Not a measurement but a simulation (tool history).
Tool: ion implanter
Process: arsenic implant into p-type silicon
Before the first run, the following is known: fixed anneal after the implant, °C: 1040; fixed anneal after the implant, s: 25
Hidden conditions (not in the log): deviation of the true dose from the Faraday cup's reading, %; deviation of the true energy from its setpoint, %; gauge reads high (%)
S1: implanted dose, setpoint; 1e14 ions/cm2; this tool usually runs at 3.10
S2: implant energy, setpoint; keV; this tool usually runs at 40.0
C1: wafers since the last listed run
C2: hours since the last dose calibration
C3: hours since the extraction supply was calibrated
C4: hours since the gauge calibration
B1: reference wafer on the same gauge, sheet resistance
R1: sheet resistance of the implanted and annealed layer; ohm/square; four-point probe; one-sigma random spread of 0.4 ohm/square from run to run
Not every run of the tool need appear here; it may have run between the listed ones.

run 1 hour=0.0 | S1=3.10 S2=40.0 | C1=0 C2=1519.8 C3=6978.1 C4=84.9 | B1=297.79 | R1=242.54
run 2 hour=17.2 | S1=3.10 S2=40.0 | C1=490 C2=1537.0 C3=6995.3 C4=102.1 | B1=298.23 | R1=243.43
run 3 hour=32.6 | S1=3.77 S2=44.5 | C1=439 C2=1552.4 C3=7010.7 C4=117.5 | B1=297.81 | R1=205.72
run 4 hour=45.0 | S1=3.77 S2=44.5 | C1=353 C2=1564.8 C3=7023.1 C4=129.9 | B1=298.10 | R1=206.25
run 5 hour=57.3 | S1=2.68 S2=40.0 | C1=350 C2=1577.1 C3=7035.4 C4=142.2 | B1=298.15 | R1=270.51
run 6 hour=64.9 | S1=3.10 S2=40.0 | C1=216 C2=1584.7 C3=7043.0 C4=149.8 | B1=297.95 | R1=242.86
run 7 hour=78.0 | S1=3.10 S2=32.5 | C1=373 C2=1597.8 C3=7056.1 C4=162.9 | B1=298.01 | R1=249.70
run 8 hour=90.3 | S1=3.10 S2=32.5 | C1=350 C2=1610.1 C3=7068.4 C4=175.2 | B1=298.10 | R1=249.27
run 9 hour=98.8 | S1=3.10 S2=32.5 | C1=242 C2=1618.6 C3=7076.9 C4=183.7 | B1=298.26 | R1=248.97
-- hour=109.6 gauge calibrated
run 10 hour=142.9 | S1=3.10 S2=40.0 | C1=1258 C2=1662.7 C3=7121.0 C4=33.3 | B1=298.05 | R1=242.26
run 11 hour=154.6 | S1=3.10 S2=40.0 | C1=333 C2=1674.4 C3=7132.7 C4=45.0 | B1=298.15 | R1=241.68
run 12 hour=163.6 | S1=3.50 S2=52.0 | C1=256 C2=1683.4 C3=7141.7 C4=54.0 | B1=298.10 | R1=213.47
run 13 hour=170.5 | S1=3.70 S2=35.0 | C1=196 C2=1690.3 C3=7148.6 C4=60.9 | B1=297.78 | R1=215.70
run 14 hour=186.5 | S1=2.70 S2=34.0 | C1=456 C2=1706.3 C3=7164.6 C4=76.9 | B1=297.96 | R1=275.75
run 15 hour=199.5 | S1=3.67 S2=47.0 | C1=370 C2=1719.3 C3=7177.6 C4=89.9 | B1=297.98 | R1=207.73
-- hour=218.8 Faraday cup replaced and dose calibrated
run 16 hour=219.3 | S1=3.10 S2=40.0 | C1=336 C2=0.5 C3=7197.4 C4=109.7 | B1=298.05 | R1=248.18
-- hour=230.2 extraction supply calibrated
run 17 hour=230.7 | S1=2.49 S2=31.0 | C1=96 C2=11.9 C3=0.5 C4=121.1 | B1=297.95 | R1=303.66
-- hour=266.6 gauge calibrated
run 18 hour=271.8 | S1=3.10 S2=40.0 | C1=1172 C2=53.0 C3=41.6 C4=5.2 | B1=297.93 | R1=248.41
run 19 hour=286.8 | S1=3.10 S2=40.0 | C1=427 C2=68.0 C3=56.6 C4=20.2 | B1=298.01 | R1=247.60
run 20 hour=312.7 | S1=3.10 S2=40.0 | C1=738 C2=93.9 C3=82.5 C4=46.1 | B1=298.04 | R1=248.91
run 21 hour=330.3 | S1=3.53 S2=26.5 | C1=502 C2=111.5 C3=100.1 C4=63.7 | B1=298.06 | R1=237.28
run 22 hour=336.6 | S1=2.76 S2=48.5 | C1=179 C2=117.8 C3=106.4 C4=70.0 | B1=298.10 | R1=263.42

For each run, the measured value with the value that run would have given without the tool's hidden condition subtracted. The run-to-run variation is shared by both, the gauge scatter possibly not:
run=1 R1=-6.74
run=2 R1=-6.86
run=3 R1=-5.94
run=4 R1=-6.03
run=5 R1=-7.77
run=6 R1=-7.13
run=7 R1=-7.44
run=8 R1=-7.51
run=9 R1=-7.55
run=10 R1=-7.56
run=11 R1=-7.61
run=12 R1=-6.79
run=13 R1=-6.97
run=14 R1=-8.83
run=15 R1=-6.83
run=16 R1=-0.93
run=17 R1=-1.21
run=18 R1=-1.25
run=19 R1=-1.34
run=20 R1=-1.50
run=21 R1=-1.55
run=22 R1=-1.70
